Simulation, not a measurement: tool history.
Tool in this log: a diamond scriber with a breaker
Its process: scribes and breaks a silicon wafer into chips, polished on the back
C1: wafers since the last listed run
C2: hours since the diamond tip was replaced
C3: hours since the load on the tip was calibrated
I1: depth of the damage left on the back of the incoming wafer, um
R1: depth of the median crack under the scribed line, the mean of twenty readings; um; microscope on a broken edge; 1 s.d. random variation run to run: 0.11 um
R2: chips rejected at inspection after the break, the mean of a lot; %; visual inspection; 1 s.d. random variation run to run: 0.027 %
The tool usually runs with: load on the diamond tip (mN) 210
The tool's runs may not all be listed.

run 1 hour=0 | load_on_the_diamond_tip_(mN)=233 | C1=0 C2=482.6 C3=152.8 | I1=0.04 | R1=8.65 R2=0.57
run 2 hour=98.9 | load_on_the_diamond_tip_(mN)=233 | C1=203 C2=581.5 C3=251.7 | I1=0.03 | R1=8.4 R2=0.79
run 3 hour=204.2 | load_on_the_diamond_tip_(mN)=210 | C1=216 C2=686.8 C3=357 | I1=0.01 | R1=7.66 R2=3.55
run 4 hour=279.6 | load_on_the_diamond_tip_(mN)=210 | C1=155 C2=762.2 C3=432.4 | I1=0.04 | R1=7.4 R2=4.62
run 5 hour=325.1 | load_on_the_diamond_tip_(mN)=210 | C1=93 C2=807.7 C3=477.9 | I1=0.02 | R1=7.41 R2=5.39
run 6 hour=363.8 | load_on_the_diamond_tip_(mN)=210 | C1=79 C2=846.4 C3=516.6 | I1=0.05 | R1=7.27 R2=5.83
run 7 hour=438.6 | load_on_the_diamond_tip_(mN)=210 | C1=154 C2=921.2 C3=591.4 | I1=0.05 | R1=7.11 R2=7.35
run 8 hour=545.3 | load_on_the_diamond_tip_(mN)=246 | C1=219 C2=1027.9 C3=698.1 | I1=0.05 | R1=7.75 R2=2.26
run 9 hour=630 | load_on_the_diamond_tip_(mN)=246 | C1=174 C2=1112.6 C3=782.8 | I1=0.04 | R1=7.5 R2=3.22
-- hour=680.8 diamond tip replaced by a new one
run 10 hour=702.6 | load_on_the_diamond_tip_(mN)=246 | C1=145 C2=21.8 C3=855.4 | I1=0.02 | R1=8.51 R2=0.61
-- hour=774.7 load on the tip recalibrated
run 11 hour=787.2 | load_on_the_diamond_tip_(mN)=250 | C1=170 C2=106.4 C3=12.5 | I1=0.02 | R1=9.91 R2=3
run 12 hour=837.8 | load_on_the_diamond_tip_(mN)=250 | C1=104 C2=157 C3=63.1 | I1=0.03 | R1=9.96 R2=2.01
run 13 hour=888.2 | load_on_the_diamond_tip_(mN)=250 | C1=103 C2=207.4 C3=113.5 | I1=0.04 | R1=9.66 R2=1.76
run 14 hour=957.1 | load_on_the_diamond_tip_(mN)=210 | C1=141 C2=276.3 C3=182.4 | I1=0.04 | R1=8.33 R2=1.15
run 15 hour=1047.7 | load_on_the_diamond_tip_(mN)=178 | C1=186 C2=366.9 C3=273 | I1=0.02 | R1=7 R2=7.54
run 16 hour=1121 | load_on_the_diamond_tip_(mN)=152 | C1=151 C2=440.2 C3=346.3 | I1=0.02 | R1=6.02 R2=18.23
run 17 hour=1162.2 | load_on_the_diamond_tip_(mN)=193 | C1=84 C2=481.4 C3=387.5 | I1=0.02 | R1=7.35 R2=5.34
run 18 hour=1261 | load_on_the_diamond_tip_(mN)=187 | C1=203 C2=580.2 C3=486.3 | I1=0.03 | R1=6.89 R2=8.04
run 19 hour=1351.8 | load_on_the_diamond_tip_(mN)=250 | C1=187 C2=671 C3=577.1 | I1=0.03 | R1=8.45 R2=0.59
run 20 hour=1430.7 | load_on_the_diamond_tip_(mN)=210 | C1=162 C2=749.9 C3=656 | I1=0.05 | R1=7.43 R2=4.18
run 21 hour=1535.3 | load_on_the_diamond_tip_(mN)=210 | C1=215 C2=854.5 C3=760.6 | I1=0.02 | R1=7.13 R2=6.05
run 22 hour=1597.8 | load_on_the_diamond_tip_(mN)=183 | C1=128 C2=917 C3=823.1 | I1=0.02 | R1=6.19 R2=13.66
-- hour=1615.9 load on the tip recalibrated
run 23 hour=1698.1 | load_on_the_diamond_tip_(mN)=210 | C1=202 C2=1017.3 C3=82.2 | I1=0.04 | R1=7.48 R2=3.98
run 24 hour=1766.1 | load_on_the_diamond_tip_(mN)=190 | C1=140 C2=1085.3 C3=150.2 | I1=0.02 | R1=6.66 R2=10.47
-- hour=1796.6 diamond tip replaced by a new one
run 25 hour=1848.7 | load_on_the_diamond_tip_(mN)=260 | C1=166 C2=52.1 C3=232.8 | I1=0.04 | R1=9.76 R2=1.7
run 26 hour=1896.8 | load_on_the_diamond_tip_(mN)=244 | C1=99 C2=100.2 C3=280.9 | I1=0.02 | R1=9.17 R2=0.63
run 27 hour=1941.8 | load_on_the_diamond_tip_(mN)=253 | C1=92 C2=145.2 C3=325.9 | I1=0.05 | R1=9.32 R2=0.84
run 28 hour=1984.2 | load_on_the_diamond_tip_(mN)=210 | C1=87 C2=187.6 C3=368.3 | I1=0.03 | R1=7.92 R2=2.17
run 29 hour=2035.3 | load_on_the_diamond_tip_(mN)=210 | C1=105 C2=238.7 C3=419.4 | I1=0.03 | R1=7.93 R2=2.63

Consider 4 possible next runs. They are alternatives, not a sequence: every one starts from the tool as it was left by run 29. What does each give?
run A hour=2035.9 | load_on_the_diamond_tip_(mN)=210 | C1=1 C2=239.3 C3=420 | I1=0.03 | R1=? R2=?
run B hour=2035.9 | load_on_the_diamond_tip_(mN)=177 | C1=1 C2=239.3 C3=420 | I1=0.03 | R1=? R2=?
run C hour=2035.9 | load_on_the_diamond_tip_(mN)=185 | C1=1 C2=239.3 C3=420 | I1=0.03 | R1=? R2=?
run D hour=2035.9 | load_on_the_diamond_tip_(mN)=261 | C1=1 C2=239.3 C3=420 | I1=0.03 | R1=? R2=?

run=A R1=7.78 R2=2.19
run=B R1=6.72 R2=8.66
run=C R1=6.99 R2=6.54
run=D R1=9.28 R2=0.86
What these runs would have given with no unlogged condition in the tool:
run=A R1=8.77 R2=0.46
run=B R1=7.58 R2=3.01
run=C R1=7.88 R2=1.86
run=D R1=10.47 R2=4.19

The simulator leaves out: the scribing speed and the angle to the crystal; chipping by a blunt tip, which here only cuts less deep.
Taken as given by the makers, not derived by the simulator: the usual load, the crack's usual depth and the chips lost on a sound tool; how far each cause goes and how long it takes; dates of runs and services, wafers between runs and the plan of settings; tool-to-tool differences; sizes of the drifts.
